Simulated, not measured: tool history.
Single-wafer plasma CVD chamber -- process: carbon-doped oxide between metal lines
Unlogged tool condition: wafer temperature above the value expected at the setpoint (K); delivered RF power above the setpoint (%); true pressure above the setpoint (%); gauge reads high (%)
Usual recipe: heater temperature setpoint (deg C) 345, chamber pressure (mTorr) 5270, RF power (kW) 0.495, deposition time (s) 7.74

| run | hour | heater temperature setpoint (deg C) | chamber pressure (mTorr) | RF power (kW) | deposition time (s) | wafers since the last listed run | hours since the last thermocouple change | hours since the last RF generator calibration | hours since the last manometer calibration | hours since the showerhead was replaced | hours since the gauge calibration | read-back reference wafer on the same gauge, thickness_nm | mean film thickness on the monitor wafer (angstrom) |
|---|---|---|---|---|---|---|---|---|---|---|---|---|---|
| 1 | 0 | 345 | 5270 | 0.495 | 7.74 | 0 | 102.9 | 1971.3 | 1130.7 | 2534.9 | 1842.2 | 39.454 | 422.57 |
| 2 | 155.6 | 345 | 5270 | 0.495 | 7.74 | 4851 | 258.5 | 2126.9 | 1286.3 | 2690.5 | 1997.8 | 39.418 | 423.07 |
| 3 | 243.5 | 338 | 5270 | 0.495 | 7.74 | 2740 | 346.4 | 2214.8 | 1374.2 | 2778.4 | 2085.7 | 39.35 | 433.47 |
| 4 | 285.7 | 338 | 5270 | 0.495 | 7.74 | 1315 | 388.6 | 2257 | 1416.4 | 2820.6 | 2127.9 | 39.373 | 431.32 |
| 5 | 338.2 | 338 | 5270 | 0.495 | 7.74 | 1636 | 441.1 | 2309.5 | 1468.9 | 2873.1 | 2180.4 | 39.398 | 431.54 |
| 6 | 441.2 | 345 | 4250 | 0.495 | 7.74 | 3211 | 544.1 | 2412.5 | 1571.9 | 2976.1 | 2283.4 | 39.38 | 405.99 |
| 7 | 479.7 | 345 | 6070 | 0.495 | 7.74 | 1200 | 582.6 | 2451 | 1610.4 | 3014.6 | 2321.9 | 39.348 | 427.19 |
| 8 | 561.3 | 345 | 6070 | 0.495 | 7.74 | 2544 | 664.2 | 2532.6 | 1692 | 3096.2 | 2403.5 | 39.369 | 425.83 |
| 9 | 605.3 | 345 | 5270 | 0.495 | 6.52 | 1371 | 708.2 | 2576.6 | 1736 | 3140.2 | 2447.5 | 39.4 | 354.3 |
| 10 | 660.7 | 345 | 5270 | 0.515 | 7.74 | 1727 | 763.6 | 2632 | 1791.4 | 3195.6 | 2502.9 | 39.37 | 427.86 |
|  | 770.5 | RF generator calibrated |
| 11 | 774 | 345 | 5270 | 0.515 | 7.74 | 3283 | 876.9 | 3.5 | 1904.7 | 3308.9 | 2616.2 | 39.458 | 427.98 |
| 12 | 845.3 | 345 | 5270 | 0.495 | 7.74 | 2222 | 948.2 | 74.8 | 1976 | 3380.2 | 2687.5 | 39.45 | 417.56 |
|  | 856.8 | gauge calibrated |
|  | 885.6 | capacitance manometer re-zeroed and calibrated |
| 13 | 897.9 | 345 | 5270 | 0.495 | 7.74 | 1390 | 1000.8 | 127.4 | 12.3 | 3432.8 | 41.1 | 39.442 | 417.08 |
| 14 | 981.7 | 331 | 5270 | 0.57 | 7.74 | 2612 | 1084.6 | 211.2 | 96.1 | 3516.6 | 124.9 | 39.318 | 476.52 |
| 15 | 1072.9 | 345 | 5920 | 0.495 | 7.74 | 2843 | 1175.8 | 302.4 | 187.3 | 3607.8 | 216.1 | 39.42 | 420.86 |
| 16 | 1111.2 | 345 | 5270 | 0.415 | 7.74 | 1194 | 1214.1 | 340.7 | 225.6 | 3646.1 | 254.4 | 39.386 | 370.95 |
| 17 | 1148.4 | 335 | 4490 | 0.565 | 6.4 | 1159 | 1251.3 | 377.9 | 262.8 | 3683.3 | 291.6 | 39.383 | 375.77 |
|  | 1178 | thermocouple changed; heater temperature recalibrated |
| 18 | 1198.7 | 345 | 6000 | 0.52 | 7.12 | 1318 | 20.7 | 428.2 | 313.1 | 3733.6 | 341.9 | 39.333 | 407.08 |
|  | 1288.3 | showerhead replaced |
| 19 | 1288.8 | 345 | 5270 | 0.495 | 6.52 | 2559 | 110.8 | 518.3 | 403.2 | 0.5 | 432 | 39.419 | 356.89 |
| 20 | 1333.5 | 350 | 5270 | 0.495 | 7.74 | 1393 | 155.5 | 563 | 447.9 | 45.2 | 476.7 | 39.343 | 414.94 |
| 21 | 1391.8 | 345 | 5270 | 0.495 | 7.74 | 1817 | 213.8 | 621.3 | 506.2 | 103.5 | 535 | 39.393 | 421.34 |
| 22 | 1683.5 | 345 | 5270 | 0.525 | 9.28 | 9094 | 505.5 | 913 | 797.9 | 395.2 | 826.7 | 39.39 | 522.78 |
| 23 | 1775.3 | 345 | 5270 | 0.495 | 7.74 | 2862 | 597.3 | 1004.8 | 889.7 | 487 | 918.5 | 39.429 | 422.05 |
| 24 | 1833.8 | 345 | 5830 | 0.59 | 7.74 | 1823 | 655.8 | 1063.3 | 948.2 | 545.5 | 977 | 39.371 | 471.31 |
| 25 | 1878.8 | 345 | 6340 | 0.495 | 7.74 | 1402 | 700.8 | 1108.3 | 993.2 | 590.5 | 1022 | 39.458 | 427.31 |
| 26 | 1958.7 | 345 | 5270 | 0.495 | 7.74 | 2491 | 780.7 | 1188.2 | 1073.1 | 670.4 | 1101.9 | 39.4 | 418.3 |
| 27 | 2017.5 | 345 | 5270 | 0.495 | 9.12 | 1833 | 839.5 | 1247 | 1131.9 | 729.2 | 1160.7 | 39.402 | 492.99 |
| 28 | 2099.6 | 345 | 5270 | 0.495 | 7.74 | 2559 | 921.6 | 1329.1 | 1214 | 811.3 | 1242.8 | 39.419 | 419.76 |

Branching from run 28: 4 alternative next runs. What would each branch give?
| A | 2100 | 345 | 5270 | 0.495 | 7.74 | 12 | 922 | 1329.5 | 1214.4 | 811.7 | 1243.2 | ? | ? |
| B | 2100 | 352 | 5270 | 0.495 | 7.74 | 12 | 922 | 1329.5 | 1214.4 | 811.7 | 1243.2 | ? | ? |
| C | 2100 | 354 | 5270 | 0.495 | 7.74 | 12 | 922 | 1329.5 | 1214.4 | 811.7 | 1243.2 | ? | ? |
| D | 2100 | 345 | 4390 | 0.405 | 7.74 | 12 | 922 | 1329.5 | 1214.4 | 811.7 | 1243.2 | ? | ? |

| run | read-back reference wafer on the same gauge, thickness_nm | mean film thickness on the monitor wafer (angstrom) |
|---|---|---|
| A | 39.32 | 415.9 |
| B | 39.32 | 407.02 |
| C | 39.32 | 404.58 |
| D | 39.32 | 356.14 |
Without the tool's unlogged condition, the same runs would have read:
| run | mean film thickness on the monitor wafer (angstrom) |
|---|---|
| A | 422.04 |
| B | 412.47 |
| C | 409.94 |
| D | 361.4 |
